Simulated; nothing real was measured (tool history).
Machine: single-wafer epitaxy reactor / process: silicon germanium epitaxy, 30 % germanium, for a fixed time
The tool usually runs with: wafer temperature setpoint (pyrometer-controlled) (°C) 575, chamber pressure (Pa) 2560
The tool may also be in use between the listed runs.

| run | hour | wafer temperature setpoint (pyrometer-controlled) (°C) | chamber pressure (Pa) | read-back reference wafer on the same gauge, thickness_nm | mean film thickness on the monitor wafer (nm) |
|---|---|---|---|---|---|
| 1 | 0 | 575 | 2560 | 31.093 | 36.293 |
| 2 | 59.6 | 575 | 2560 | 31.105 | 36.179 |
| 3 | 113.7 | 575 | 2813 | 31.093 | 37.496 |
| 4 | 178.4 | 575 | 2813 | 31.121 | 37.332 |
| 5 | 227.2 | 580 | 2560 | 31.149 | 40.039 |
|  | 296.1 | gauge calibrated |
| 6 | 322 | 580 | 2560 | 31.121 | 39.969 |
|  | 497.6 | capacitance manometer re-zeroed and calibrated |
| 7 | 516.1 | 575 | 2960 | 31.095 | 40.063 |
| 8 | 541.7 | 575 | 2560 | 31.115 | 37.579 |
|  | 569.7 | pyrometer calibrated |
| 9 | 607 | 575 | 2560 | 31.113 | 37.032 |
| 10 | 678.8 | 575 | 2560 | 31.1 | 36.907 |
| 11 | 819.1 | 575 | 2560 | 31.074 | 37.044 |
| 12 | 873.5 | 575 | 2560 | 31.102 | 36.64 |
| 13 | 905.9 | 575 | 2560 | 31.093 | 36.774 |
| 14 | 961.2 | 588 | 2560 | 31.149 | 48.135 |
| 15 | 1016.7 | 562 | 2173 | 31.143 | 25.623 |
| 16 | 1086.7 | 575 | 2560 | 31.097 | 36.349 |
|  | 1108.4 | showerhead replaced |
| 17 | 1136.4 | 581 | 3040 | 31.093 | 45.266 |
| 18 | 1207 | 566 | 3160 | 31.117 | 33.053 |
| 19 | 1231.6 | 575 | 2280 | 31.089 | 34.268 |
| 20 | 1290.5 | 589 | 2293 | 31.116 | 46.061 |
| 21 | 1318.7 | 564 | 2560 | 31.093 | 28.249 |
| 22 | 1382.7 | 562 | 2560 | 31.133 | 27.355 |
| 23 | 1437.2 | 575 | 2560 | 31.104 | 36.073 |
| 24 | 1465 | 588 | 3120 | 31.106 | 51.696 |
| 25 | 1501 | 575 | 2826 | 31.085 | 37.307 |
|  | 1531.4 | capacitance manometer re-zeroed and calibrated |
| 26 | 1547.2 | 575 | 2560 | 31.096 | 36.855 |
| 27 | 1608 | 579 | 1933 | 31.093 | 35.539 |
| 28 | 1632.9 | 561 | 2213 | 31.117 | 25.361 |
| 29 | 1691.8 | 575 | 2560 | 31.102 | 36.802 |
| 30 | 1720.9 | 562 | 2560 | 31.106 | 27.631 |
|  | 1735.2 | pyrometer calibrated |
| 31 | 1763.2 | 580 | 2560 | 31.097 | 40.939 |
| 32 | 1803.5 | 589 | 2560 | 31.101 | 48.964 |
| 33 | 1864.1 | 575 | 2560 | 31.117 | 36.711 |
| 34 | 1904.9 | 575 | 3106 | 31.126 | 40.129 |
|  | 1912.4 | gauge calibrated |
| 35 | 1949.8 | 575 | 2560 | 31.103 | 36.64 |

Predict each of these 4 candidate next runs independently; none follows another, all start after run 35:
| A | 1950.2 | 575 | 2560 | ? | ? |
| B | 1950.2 | 584 | 2560 | ? | ? |
| C | 1950.2 | 589 | 2000 | ? | ? |
| D | 1950.2 | 588 | 2253 | ? | ? |

| run | read-back reference wafer on the same gauge, thickness_nm | mean film thickness on the monitor wafer (nm) |
|---|---|---|
| A | 31.098 | 36.822 |
| B | 31.098 | 44.516 |
| C | 31.098 | 44.127 |
| D | 31.098 | 45.659 |
The same runs, with their run-to-run variation unchanged, on a tool lacking any hidden condition would have given:
| run | mean film thickness on the monitor wafer (nm) |
|---|---|
| A | 37.477 |
| B | 45.308 |
| C | 44.911 |
| D | 46.471 |
